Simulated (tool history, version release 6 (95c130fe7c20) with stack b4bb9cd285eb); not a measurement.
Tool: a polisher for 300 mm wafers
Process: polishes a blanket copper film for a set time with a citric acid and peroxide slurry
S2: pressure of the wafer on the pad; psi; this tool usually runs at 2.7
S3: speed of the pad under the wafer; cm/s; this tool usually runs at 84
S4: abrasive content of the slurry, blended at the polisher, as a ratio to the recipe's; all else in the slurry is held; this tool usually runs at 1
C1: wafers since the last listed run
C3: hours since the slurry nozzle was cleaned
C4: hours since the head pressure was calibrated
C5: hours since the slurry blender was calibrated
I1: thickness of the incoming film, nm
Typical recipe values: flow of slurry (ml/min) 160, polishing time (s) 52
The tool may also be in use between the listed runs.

Run 1, hour 0: usual settings; C1 0; wafers polished on this pad 1521; C3 532.5; C4 408; C5 336.4; I1 485.8. Result: film removed (angstrom) 991.
At hour 7.5: head pressure recalibrated.
At hour 17.6: worn pad replaced by a new one.
Run 2, hour 18.1: usual settings; C1 124; wafers polished on this pad 4; C3 550.6; C4 10.6; C5 354.5; I1 492.8. Result: film removed (angstrom) 1072.
At hour 25: slurry blender recalibrated.
At hour 27.5: slurry nozzle cleaned.
Run 3, hour 68.3: usual settings but flow of slurry (ml/min) 175, S4 0.95; C1 486; wafers polished on this pad 491; C3 40.8; C4 60.8; C5 43.3; I1 493. Result: film removed (angstrom) 1047.
Run 4, hour 84: usual settings but flow of slurry (ml/min) 175, S4 0.95; C1 161; wafers polished on this pad 653; C3 56.5; C4 76.5; C5 59; I1 488.8. Result: film removed (angstrom) 1052.
Run 5, hour 91.2: usual settings but S2 2.1 psi, S3 70 cm/s; C1 74; wafers polished on this pad 727; C3 63.7; C4 83.7; C5 66.2; I1 483.5. Result: film removed (angstrom) 739.
Run 6, hour 118.7: usual settings but S3 74 cm/s; C1 283; wafers polished on this pad 1010; C3 91.2; C4 111.2; C5 93.7; I1 482.4. Result: film removed (angstrom) 915.
Run 7, hour 132.7: usual settings but flow of slurry (ml/min) 135, S3 112 cm/s, S4 1.25; C1 144; wafers polished on this pad 1155; C3 105.2; C4 125.2; C5 107.7; I1 486.2. Result: film removed (angstrom) 1424.
Run 8, hour 139.2: usual settings but S2 3.1 psi, S3 74 cm/s, polishing time (s) 65; C1 67; wafers polished on this pad 1222; C3 111.7; C4 131.7; C5 114.2; I1 493.6. Result: film removed (angstrom) 1272.
At hour 159.1: worn pad replaced by a new one.
Run 9, hour 159.6: usual settings but flow of slurry (ml/min) 135; C1 169; wafers polished on this pad 5; C3 132.1; C4 152.1; C5 134.6; I1 498.6. Result: film removed (angstrom) 1019.
Run 10, hour 163.1: usual settings but S2 2.2 psi, polishing time (s) 43; C1 36; wafers polished on this pad 41; C3 135.6; C4 155.6; C5 138.1; I1 485.9. Result: film removed (angstrom) 749.
Run 11, hour 177: usual settings but S3 94 cm/s, polishing time (s) 38; C1 143; wafers polished on this pad 184; C3 149.5; C4 169.5; C5 152; I1 491.4. Result: film removed (angstrom) 847.
Run 12, hour 188.7: usual settings but flow of slurry (ml/min) 110, S3 68 cm/s, S4 1.15; C1 120; wafers polished on this pad 305; C3 161.2; C4 181.2; C5 163.7; I1 492.8. Result: film removed (angstrom) 819.
Run 13, hour 230.5: usual settings but S2 3.4 psi; C1 430; wafers polished on this pad 735; C3 203; C4 223; C5 205.5; I1 491.3. Result: film removed (angstrom) 1202.
Run 14, hour 243.9: usual settings but S2 1.9 psi, S3 110 cm/s, polishing time (s) 36; C1 138; wafers polished on this pad 874; C3 216.4; C4 236.4; C5 218.9; I1 486.1. Result: film removed (angstrom) 723.
Run 15, hour 256.1: usual settings but S3 114 cm/s, S4 1.15; C1 125; wafers polished on this pad 999; C3 228.6; C4 248.6; C5 231.1; I1 483.5. Result: film removed (angstrom) 1400.
Run 16, hour 262.6: usual settings but S2 3.4 psi, S3 104 cm/s, S4 1.1, polishing time (s) 59; C1 67; wafers polished on this pad 1066; C3 235.1; C4 255.1; C5 237.6; I1 492.9. Result: film removed (angstrom) 1720.
Run 17, hour 274.7: usual settings; C1 124; wafers polished on this pad 1191; C3 247.2; C4 267.2; C5 249.7; I1 492.2. Result: film removed (angstrom) 1022.
Run 18, hour 291.3: usual settings but polishing time (s) 61; C1 171; wafers polished on this pad 1362; C3 263.8; C4 283.8; C5 266.3; I1 484.4. Result: film removed (angstrom) 1188.
Run 19, hour 304: usual settings but S3 96 cm/s, S4 1.2, polishing time (s) 35; C1 130; wafers polished on this pad 1493; C3 276.5; C4 296.5; C5 279; I1 494.2. Result: film removed (angstrom) 801.
At hour 308.7: worn pad replaced by a new one.
Run 20, hour 349.7: usual settings but S2 2.4 psi, S3 72 cm/s, S4 0.8, polishing time (s) 40; C1 429; wafers polished on this pad 422; C3 322.2; C4 342.2; C5 324.7; I1 486.4. Result: film removed (angstrom) 589.
Run 21, hour 360.4: usual settings but flow of slurry (ml/min) 200, S2 3.5 psi, S3 64 cm/s, S4 1.2; C1 110; wafers polished on this pad 532; C3 332.9; C4 352.9; C5 335.4; I1 491. Result: film removed (angstrom) 981.
Run 22, hour 376.1: usual settings but S2 2.2 psi, S4 0.9; C1 161; wafers polished on this pad 694; C3 348.6; C4 368.6; C5 351.1; I1 496.4. Result: film removed (angstrom) 846.
Run 23, hour 394.8: usual settings but flow of slurry (ml/min) 180, S4 0.8; C1 192; wafers polished on this pad 887; C3 367.3; C4 387.3; C5 369.8; I1 484.3. Result: film removed (angstrom) 958.
Run 24, hour 403.7: usual settings; C1 91; wafers polished on this pad 979; C3 376.2; C4 396.2; C5 378.7; I1 499.8. Result: film removed (angstrom) 969.
Run 25, hour 413.8: usual settings; C1 104; wafers polished on this pad 1083; C3 386.3; C4 406.3; C5 388.8; I1 482.9. Result: film removed (angstrom) 974.
At hour 421.6: head pressure recalibrated.
Run 26, hour 429.6: usual settings but S3 92 cm/s; C1 142; wafers polished on this pad 1225; C3 402.1; C4 8; C5 404.6; I1 481.4. Result: film removed (angstrom) 1175.
Run 27, hour 463.1: usual settings but S4 0.7; C1 345; wafers polished on this pad 1570; C3 435.6; C4 41.5; C5 438.1; I1 482.5. Result: film removed (angstrom) 1009.
Run 28, hour 469.4: usual settings but flow of slurry (ml/min) 175, S4 0.95; C1 64; wafers polished on this pad 1635; C3 441.9; C4 47.8; C5 444.4; I1 485.9. Result: film removed (angstrom) 1073.
At hour 476.8: worn pad replaced by a new one.
Run 29, hour 477.3: usual settings; C1 40; wafers polished on this pad 5; C3 449.8; C4 55.7; C5 452.3; I1 490.4. Result: film removed (angstrom) 1072.

What if the next run were any one of these 5? Each begins from the tool's condition after run 29:
Run A, hour 477.7: usual settings; C1 4; wafers polished on this pad 9; C3 450.2; C4 56.1; C5 452.7; I1 494.9. Result: film removed (angstrom) ?.
Run B, hour 477.7: usual settings but S3 60 cm/s; C1 4; wafers polished on this pad 9; C3 450.2; C4 56.1; C5 452.7; I1 494.9. Result: film removed (angstrom) ?.
Run C, hour 477.7: usual settings but S2 3.2 psi; C1 4; wafers polished on this pad 9; C3 450.2; C4 56.1; C5 452.7; I1 494.9. Result: film removed (angstrom) ?.
Run D, hour 477.7: usual settings but flow of slurry (ml/min) 190, S2 2.4 psi; C1 4; wafers polished on this pad 9; C3 450.2; C4 56.1; C5 452.7; I1 494.9. Result: film removed (angstrom) ?.
Run E, hour 477.7: usual settings but flow of slurry (ml/min) 140, S3 68 cm/s, S4 0.7; C1 4; wafers polished on this pad 9; C3 450.2; C4 56.1; C5 452.7; I1 494.9. Result: film removed (angstrom) ?.

run  film removed (angstrom)
  A                     1071
  B                      775
  C                     1210
  D                     1008
  E                      804
Stripped of hidden state, with their random variation kept, the same runs would have yielded:
run  film removed (angstrom)
  A                     1076
  B                      778
  C                     1216
  D                     1013
  E                      808
